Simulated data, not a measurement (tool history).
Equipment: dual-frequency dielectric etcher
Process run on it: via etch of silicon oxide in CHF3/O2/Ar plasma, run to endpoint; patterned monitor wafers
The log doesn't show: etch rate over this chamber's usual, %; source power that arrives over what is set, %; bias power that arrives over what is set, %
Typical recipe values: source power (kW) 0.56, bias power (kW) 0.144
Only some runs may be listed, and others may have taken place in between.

run	hour	source power (kW)	bias power (kW)	wafers since the last listed run	hours since the last wet clean	hours since the last source power generator calibration	hours since the last bias power generator calibration	hours since the last upper electrode change	incoming incoming film thickness, nm	endpoint time (s)
1	0	0.56	0.144	0	517.7	3989.5	790.5	4181.8	663.5	329.8
# hour 71.5: wet clean of the chamber
2	72	0.56	0.144	224	0.5	4061.5	862.5	4253.8	665.7	330.2
3	156.4	0.56	0.144	394	84.9	4145.9	946.9	4338.2	658.6	330.9
4	207.2	0.56	0.144	237	135.7	4196.7	997.7	4389	662.2	330.7
5	276.6	0.56	0.144	324	205.1	4266.1	1067.1	4458.4	658.1	332.5
6	316.3	0.56	0.144	185	244.8	4305.8	1106.8	4498.1	664.2	333.8
7	414	0.56	0.131	457	342.5	4403.5	1204.5	4595.8	660.6	346.7
8	483.5	0.56	0.131	325	412	4473	1274	4665.3	667.7	346.6
9	571	0.56	0.131	409	499.5	4560.5	1361.5	4752.8	664.5	347.8
10	652.8	0.56	0.13	382	581.3	4642.3	1443.3	4834.6	668.7	347.3
# hour 708.1: wet clean of the chamber
11	708.6	0.56	0.167	148	0.5	4698.1	1499.1	4890.4	655.6	316.3
12	757.3	0.56	0.167	227	49.2	4746.8	1547.8	4939.1	665.7	317.5
# hour 813.7: source power generator calibrated
# hour 834.5: bias power generator calibrated
13	849.4	0.56	0.144	393	141.3	35.7	14.9	5031.2	661.8	325.6
14	901.9	0.52	0.114	245	193.8	88.2	67.4	5083.7	662.8	365.3
15	964.8	0.56	0.178	294	256.7	151.1	130.3	5146.6	661.4	302
# hour 1069.9: upper electrode replaced
16	1083.6	0.6	0.122	443	375.5	269.9	249.1	13.7	668.3	342.9
17	1162.9	0.68	0.113	371	454.8	349.2	328.4	93	658.1	333.2
18	1218.3	0.56	0.144	259	510.2	404.6	383.8	148.4	657.3	325.2
19	1280.5	0.5	0.158	291	572.4	466.8	446	210.6	662.2	330.1
20	1338.8	0.61	0.179	272	630.7	525.1	504.3	268.9	663.8	300.8
# hour 1390.8: wet clean of the chamber
21	1391.3	0.56	0.111	133	0.5	577.6	556.8	321.4	667.2	366.6
22	1422.2	0.48	0.114	144	31.4	608.5	587.7	352.3	658.5	376.2
23	1475.4	0.56	0.144	248	84.6	661.7	640.9	405.5	662.6	335.7
24	1516	0.5	0.144	189	125.2	702.3	681.5	446.1	667.9	344.1
25	1678.7	0.47	0.118	761	287.9	865	844.2	608.8	659.3	375.6
26	1767.4	0.5	0.144	415	376.6	953.7	932.9	697.5	659.4	340.7

How the hidden state differs across the entries between the runs, from the last listed run before each to the first after it:
After run 1, before run 2: wet clean of the chamber (hour 71.5)
  bias power that arrives over what is set, %: -4.4 -> -4.55
  the result without the hidden state subtracted from the measured one, endpoint time (s): +5.3 -> +5.6
After run 10, before run 11: wet clean of the chamber (hour 708.1)
  bias power that arrives over what is set, %: -5.25 -> -5.28
  the result without the hidden state subtracted from the measured one, endpoint time (s): +6.6 -> +6.4
After run 12, before run 13: source power generator calibrated (hour 813.7); bias power generator calibrated (hour 834.5)
  bias power that arrives over what is set, %: -5.31 -> -0.503
  the result without the hidden state subtracted from the measured one, endpoint time (s): +6.4 -> +0.6
After run 15, before run 16: upper electrode replaced (hour 1069.9)
  bias power that arrives over what is set, %: -1.5 -> -2.32
  the result without the hidden state subtracted from the measured one, endpoint time (s): +1.7 -> +2.8
After run 20, before run 21: wet clean of the chamber (hour 1390.8)
  bias power that arrives over what is set, %: -3.57 -> -3.77
  the result without the hidden state subtracted from the measured one, endpoint time (s): +4.2 -> +4.7
